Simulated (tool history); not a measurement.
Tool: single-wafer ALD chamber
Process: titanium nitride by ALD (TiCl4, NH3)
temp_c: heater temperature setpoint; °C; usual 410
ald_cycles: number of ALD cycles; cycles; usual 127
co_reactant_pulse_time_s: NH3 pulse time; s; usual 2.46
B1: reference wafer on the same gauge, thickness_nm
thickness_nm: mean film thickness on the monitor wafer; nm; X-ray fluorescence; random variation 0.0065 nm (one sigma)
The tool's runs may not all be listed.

{"run": 1, "hour": 0.0, "temp_c": 410, "ald_cycles": 127, "co_reactant_pulse_time_s": 2.46, "B1": 2.601, "thickness_nm": 2.587}
{"run": 2, "hour": 33.1, "temp_c": 410, "ald_cycles": 127, "co_reactant_pulse_time_s": 2.46, "B1": 2.601, "thickness_nm": 2.585}
{"run": 3, "hour": 66.9, "temp_c": 410, "ald_cycles": 127, "co_reactant_pulse_time_s": 2.46, "B1": 2.6, "thickness_nm": 2.583}
{"run": 4, "hour": 117.7, "temp_c": 406, "ald_cycles": 127, "co_reactant_pulse_time_s": 2.71, "B1": 2.599, "thickness_nm": 2.591}
{"run": 5, "hour": 189.0, "temp_c": 406, "ald_cycles": 127, "co_reactant_pulse_time_s": 2.71, "B1": 2.596, "thickness_nm": 2.575}
{"run": 6, "hour": 213.7, "temp_c": 406, "ald_cycles": 127, "co_reactant_pulse_time_s": 2.71, "B1": 2.595, "thickness_nm": 2.577}
{"run": 7, "hour": 243.3, "temp_c": 410, "ald_cycles": 108, "co_reactant_pulse_time_s": 2.46, "B1": 2.595, "thickness_nm": 2.19}
{"run": 8, "hour": 276.2, "temp_c": 410, "ald_cycles": 108, "co_reactant_pulse_time_s": 2.46, "B1": 2.59, "thickness_nm": 2.188}
{"run": 9, "hour": 391.2, "temp_c": 410, "ald_cycles": 127, "co_reactant_pulse_time_s": 2.46, "B1": 2.588, "thickness_nm": 2.567}
{"run": 10, "hour": 463.1, "temp_c": 410, "ald_cycles": 127, "co_reactant_pulse_time_s": 2.46, "B1": 2.585, "thickness_nm": 2.555}
{"hour": 482.2, "done": "gauge calibrated"}
{"run": 11, "hour": 503.7, "temp_c": 410, "ald_cycles": 127, "co_reactant_pulse_time_s": 2.46, "B1": 2.622, "thickness_nm": 2.607}
{"run": 12, "hour": 537.0, "temp_c": 410, "ald_cycles": 127, "co_reactant_pulse_time_s": 3.08, "B1": 2.622, "thickness_nm": 2.612}
{"run": 13, "hour": 578.9, "temp_c": 410, "ald_cycles": 127, "co_reactant_pulse_time_s": 2.46, "B1": 2.621, "thickness_nm": 2.597}
{"hour": 593.9, "done": "thermocouple changed; heater temperature recalibrated"}
{"run": 14, "hour": 609.0, "temp_c": 410, "ald_cycles": 127, "co_reactant_pulse_time_s": 2.46, "B1": 2.623, "thickness_nm": 2.613}
{"run": 15, "hour": 641.8, "temp_c": 410, "ald_cycles": 127, "co_reactant_pulse_time_s": 2.46, "B1": 2.622, "thickness_nm": 2.601}
{"run": 16, "hour": 698.3, "temp_c": 399, "ald_cycles": 146, "co_reactant_pulse_time_s": 1.93, "B1": 2.622, "thickness_nm": 2.959}
{"run": 17, "hour": 739.3, "temp_c": 399, "ald_cycles": 138, "co_reactant_pulse_time_s": 2.09, "B1": 2.621, "thickness_nm": 2.807}
{"run": 18, "hour": 768.4, "temp_c": 410, "ald_cycles": 127, "co_reactant_pulse_time_s": 1.56, "B1": 2.621, "thickness_nm": 2.578}
{"run": 19, "hour": 806.1, "temp_c": 410, "ald_cycles": 119, "co_reactant_pulse_time_s": 3.25, "B1": 2.622, "thickness_nm": 2.461}
{"run": 20, "hour": 868.7, "temp_c": 423, "ald_cycles": 152, "co_reactant_pulse_time_s": 3.3, "B1": 2.62, "thickness_nm": 3.133}
{"run": 21, "hour": 936.7, "temp_c": 410, "ald_cycles": 108, "co_reactant_pulse_time_s": 2.46, "B1": 2.619, "thickness_nm": 2.214}
{"run": 22, "hour": 997.0, "temp_c": 410, "ald_cycles": 127, "co_reactant_pulse_time_s": 2.46, "B1": 2.618, "thickness_nm": 2.599}
{"hour": 1006.5, "done": "showerhead replaced"}
{"run": 23, "hour": 1040.0, "temp_c": 410, "ald_cycles": 127, "co_reactant_pulse_time_s": 1.83, "B1": 2.618, "thickness_nm": 2.574}
{"run": 24, "hour": 1088.6, "temp_c": 410, "ald_cycles": 127, "co_reactant_pulse_time_s": 2.46, "B1": 2.617, "thickness_nm": 2.59}
{"run": 25, "hour": 1118.9, "temp_c": 398, "ald_cycles": 107, "co_reactant_pulse_time_s": 3.35, "B1": 2.616, "thickness_nm": 2.197}
{"run": 26, "hour": 1166.7, "temp_c": 410, "ald_cycles": 127, "co_reactant_pulse_time_s": 2.46, "B1": 2.616, "thickness_nm": 2.605}
{"run": 27, "hour": 1195.8, "temp_c": 404, "ald_cycles": 119, "co_reactant_pulse_time_s": 2.21, "B1": 2.615, "thickness_nm": 2.42}
{"run": 28, "hour": 1229.6, "temp_c": 405, "ald_cycles": 149, "co_reactant_pulse_time_s": 2.46, "B1": 2.613, "thickness_nm": 3.045}
{"run": 29, "hour": 1346.3, "temp_c": 416, "ald_cycles": 127, "co_reactant_pulse_time_s": 2.46, "B1": 2.611, "thickness_nm": 2.595}
{"run": 30, "hour": 1406.1, "temp_c": 410, "ald_cycles": 108, "co_reactant_pulse_time_s": 2.46, "B1": 2.61, "thickness_nm": 2.207}
{"run": 31, "hour": 1474.4, "temp_c": 410, "ald_cycles": 127, "co_reactant_pulse_time_s": 2.46, "B1": 2.607, "thickness_nm": 2.591}

Forecast each of these 5 alternatives for the next run:
{"run": "A", "hour": 1475.1, "temp_c": 410, "ald_cycles": 127, "co_reactant_pulse_time_s": 2.46, "B1": "?", "thickness_nm": "?"}
{"run": "B", "hour": 1475.1, "temp_c": 404, "ald_cycles": 114, "co_reactant_pulse_time_s": 2.92, "B1": "?", "thickness_nm": "?"}
{"run": "C", "hour": 1475.1, "temp_c": 415, "ald_cycles": 142, "co_reactant_pulse_time_s": 2.46, "B1": "?", "thickness_nm": "?"}
{"run": "D", "hour": 1475.1, "temp_c": 410, "ald_cycles": 138, "co_reactant_pulse_time_s": 2.21, "B1": "?", "thickness_nm": "?"}
{"run": "E", "hour": 1475.1, "temp_c": 410, "ald_cycles": 127, "co_reactant_pulse_time_s": 2.71, "B1": "?", "thickness_nm": "?"}

run=A B1=2.609 thickness_nm=2.598
run=B B1=2.609 thickness_nm=2.338
run=C B1=2.609 thickness_nm=2.909
run=D B1=2.609 thickness_nm=2.816
run=E B1=2.609 thickness_nm=2.604
Without the tool's hidden state the same runs would have given:
run=A thickness_nm=2.61
run=B thickness_nm=2.349
run=C thickness_nm=2.922
run=D thickness_nm=2.83
run=E thickness_nm=2.616
